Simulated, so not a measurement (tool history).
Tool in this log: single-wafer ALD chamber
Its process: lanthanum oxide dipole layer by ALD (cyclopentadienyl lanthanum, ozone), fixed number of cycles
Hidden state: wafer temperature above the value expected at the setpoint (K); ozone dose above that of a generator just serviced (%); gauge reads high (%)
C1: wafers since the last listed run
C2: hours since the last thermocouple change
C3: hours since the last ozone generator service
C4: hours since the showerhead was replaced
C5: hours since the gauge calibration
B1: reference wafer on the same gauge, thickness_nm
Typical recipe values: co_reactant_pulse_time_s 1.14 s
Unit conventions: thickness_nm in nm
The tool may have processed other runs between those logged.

Run 1, hour 0: usual settings but co_reactant_pulse_time_s 0.81 s; C1 0; C2 1311.8; C3 1708.4; C4 6005.8; C5 65.8; B1 0.53. Result: thickness_nm 0.396 nm.
Run 2, hour 17.1: usual settings but co_reactant_pulse_time_s 1.5 s; C1 349; C2 1328.9; C3 1725.5; C4 6022.9; C5 82.9; B1 0.53. Result: thickness_nm 0.511 nm.
Run 3, hour 23.3: usual settings but co_reactant_pulse_time_s 1.5 s; C1 126; C2 1335.1; C3 1731.7; C4 6029.1; C5 89.1; B1 0.53. Result: thickness_nm 0.512 nm.
Run 4, hour 34.8: usual settings but co_reactant_pulse_time_s 1.5 s; C1 235; C2 1346.6; C3 1743.2; C4 6040.6; C5 100.6; B1 0.531. Result: thickness_nm 0.51 nm.
Run 5, hour 46.7: usual settings; C1 243; C2 1358.5; C3 1755.1; C4 6052.5; C5 112.5; B1 0.53. Result: thickness_nm 0.462 nm.
At hour 63.5: showerhead replaced.
At hour 64.9: thermocouple changed; heater temperature recalibrated.
Run 6, hour 65.4: usual settings; C1 190; C2 0.5; C3 1773.8; C4 1.9; C5 131.2; B1 0.53. Result: thickness_nm 0.461 nm.
At hour 71.8: gauge calibrated.
Run 7, hour 72.2: usual settings; C1 139; C2 7.3; C3 1780.6; C4 8.7; C5 0.4; B1 0.53. Result: thickness_nm 0.459 nm.

What does the tool deliver on the next run?
Run 8, hour 82.4: usual settings but co_reactant_pulse_time_s 0.85 s; C1 208; C2 17.5; C3 1790.8; C4 18.9; C5 10.6; B1 ?. Result: thickness_nm ?.

B1: 0.53
thickness_nm: 0.399 nm
Minus the tool's unlogged condition, the same run would have read thickness_nm 0.489 nm.

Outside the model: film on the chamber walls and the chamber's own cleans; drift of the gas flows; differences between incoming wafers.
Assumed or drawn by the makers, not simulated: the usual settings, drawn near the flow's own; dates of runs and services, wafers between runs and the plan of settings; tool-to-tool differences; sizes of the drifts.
